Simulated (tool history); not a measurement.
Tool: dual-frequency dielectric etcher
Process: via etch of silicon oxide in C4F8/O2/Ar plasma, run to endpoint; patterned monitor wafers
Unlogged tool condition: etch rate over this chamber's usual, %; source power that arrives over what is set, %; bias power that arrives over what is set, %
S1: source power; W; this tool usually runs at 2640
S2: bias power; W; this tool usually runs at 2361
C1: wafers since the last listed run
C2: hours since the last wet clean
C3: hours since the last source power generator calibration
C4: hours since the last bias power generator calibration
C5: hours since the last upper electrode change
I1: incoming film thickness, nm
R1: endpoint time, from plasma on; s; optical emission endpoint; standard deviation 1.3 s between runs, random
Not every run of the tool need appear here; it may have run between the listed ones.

{"run": 1, "hour": 0.0, "S1": 2640, "S2": 2629, "C1": 0, "C2": 328.1, "C3": 1894.3, "C4": 3556.2, "C5": 3655.2, "I1": 1630.3, "R1": 245.6}
{"run": 2, "hour": 9.1, "S1": 2640, "S2": 2629, "C1": 55, "C2": 337.2, "C3": 1903.4, "C4": 3565.3, "C5": 3664.3, "I1": 1613.7, "R1": 244.3}
{"run": 3, "hour": 25.3, "S1": 2640, "S2": 2629, "C1": 99, "C2": 353.4, "C3": 1919.6, "C4": 3581.5, "C5": 3680.5, "I1": 1631.6, "R1": 247.2}
{"run": 4, "hour": 36.6, "S1": 2640, "S2": 2813, "C1": 69, "C2": 364.7, "C3": 1930.9, "C4": 3592.8, "C5": 3691.8, "I1": 1621.6, "R1": 240.7}
{"run": 5, "hour": 43.7, "S1": 2640, "S2": 2813, "C1": 43, "C2": 371.8, "C3": 1938, "C4": 3599.9, "C5": 3698.9, "I1": 1644.1, "R1": 243.2}
{"run": 6, "hour": 57.2, "S1": 2640, "S2": 2813, "C1": 82, "C2": 385.3, "C3": 1951.5, "C4": 3613.4, "C5": 3712.4, "I1": 1623, "R1": 242.6}
{"run": 7, "hour": 66.9, "S1": 3040, "S2": 2361, "C1": 59, "C2": 395, "C3": 1961.2, "C4": 3623.1, "C5": 3722.1, "I1": 1634.5, "R1": 240.2}
{"run": 8, "hour": 79.5, "S1": 2640, "S2": 2827, "C1": 77, "C2": 407.6, "C3": 1973.8, "C4": 3635.7, "C5": 3734.7, "I1": 1627.6, "R1": 240.6}
{"run": 9, "hour": 96.6, "S1": 2640, "S2": 2827, "C1": 104, "C2": 424.7, "C3": 1990.9, "C4": 3652.8, "C5": 3751.8, "I1": 1625.2, "R1": 241.3}
{"run": 10, "hour": 103.8, "S1": 3210, "S2": 2542, "C1": 44, "C2": 431.9, "C3": 1998.1, "C4": 3660, "C5": 3759, "I1": 1625.1, "R1": 228.8}
{"run": 11, "hour": 112.6, "S1": 2980, "S2": 2043, "C1": 53, "C2": 440.7, "C3": 2006.9, "C4": 3668.8, "C5": 3767.8, "I1": 1615.2, "R1": 249.8}
{"hour": 144.6, "done": "wet clean of the chamber"}
{"hour": 148.4, "done": "upper electrode replaced"}
{"hour": 152.3, "done": "source power generator calibrated"}
{"run": 12, "hour": 152.8, "S1": 2000, "S2": 2643, "C1": 51, "C2": 8.2, "C3": 0.5, "C4": 3709, "C5": 4.4, "I1": 1616.9, "R1": 291}
{"run": 13, "hour": 153.2, "S1": 2280, "S2": 2904, "C1": 2, "C2": 8.6, "C3": 0.9, "C4": 3709.4, "C5": 4.8, "I1": 1636.7, "R1": 267.8}
{"hour": 158.8, "done": "bias power generator calibrated"}
{"hour": 179.9, "done": "wet clean of the chamber, repeated, since the last time left the tool worse"}
{"run": 14, "hour": 180.4, "S1": 2640, "S2": 2361, "C1": 12, "C2": 0.5, "C3": 28.1, "C4": 21.6, "C5": 32, "I1": 1627.9, "R1": 246.8}
{"run": 15, "hour": 180.8, "S1": 3050, "S2": 2720, "C1": 2, "C2": 0.9, "C3": 28.5, "C4": 22, "C5": 32.4, "I1": 1632.3, "R1": 223.4}
{"run": 16, "hour": 181.2, "S1": 2640, "S2": 2361, "C1": 2, "C2": 1.3, "C3": 28.9, "C4": 22.4, "C5": 32.8, "I1": 1626.6, "R1": 245.9}
{"run": 17, "hour": 191.3, "S1": 3050, "S2": 1881, "C1": 61, "C2": 11.4, "C3": 39, "C4": 32.5, "C5": 42.9, "I1": 1634, "R1": 246.5}
{"run": 18, "hour": 205.7, "S1": 3140, "S2": 2361, "C1": 88, "C2": 25.8, "C3": 53.4, "C4": 46.9, "C5": 57.3, "I1": 1626.1, "R1": 227.5}
{"run": 19, "hour": 215.4, "S1": 3140, "S2": 2361, "C1": 59, "C2": 35.5, "C3": 63.1, "C4": 56.6, "C5": 67, "I1": 1652.5, "R1": 230.2}

Predict each of these 3 candidate next runs independently; none follows another, all start after run 19:
{"run": "A", "hour": 215.9, "S1": 2640, "S2": 2020, "C1": 3, "C2": 36, "C3": 63.6, "C4": 57.1, "C5": 67.5, "I1": 1610.1, "R1": "?"}
{"run": "B", "hour": 215.9, "S1": 2300, "S2": 2706, "C1": 3, "C2": 36, "C3": 63.6, "C4": 57.1, "C5": 67.5, "I1": 1610.1, "R1": "?"}
{"run": "C", "hour": 215.9, "S1": 2870, "S2": 1887, "C1": 3, "C2": 36, "C3": 63.6, "C4": 57.1, "C5": 67.5, "I1": 1610.1, "R1": "?"}

run=A R1=255.8
run=B R1=251.7
run=C R1=250.4
The same runs, with their run-to-run variation unchanged, on a tool lacking any hidden condition would have given:
run=A R1=255
run=B R1=251
run=C R1=249.7
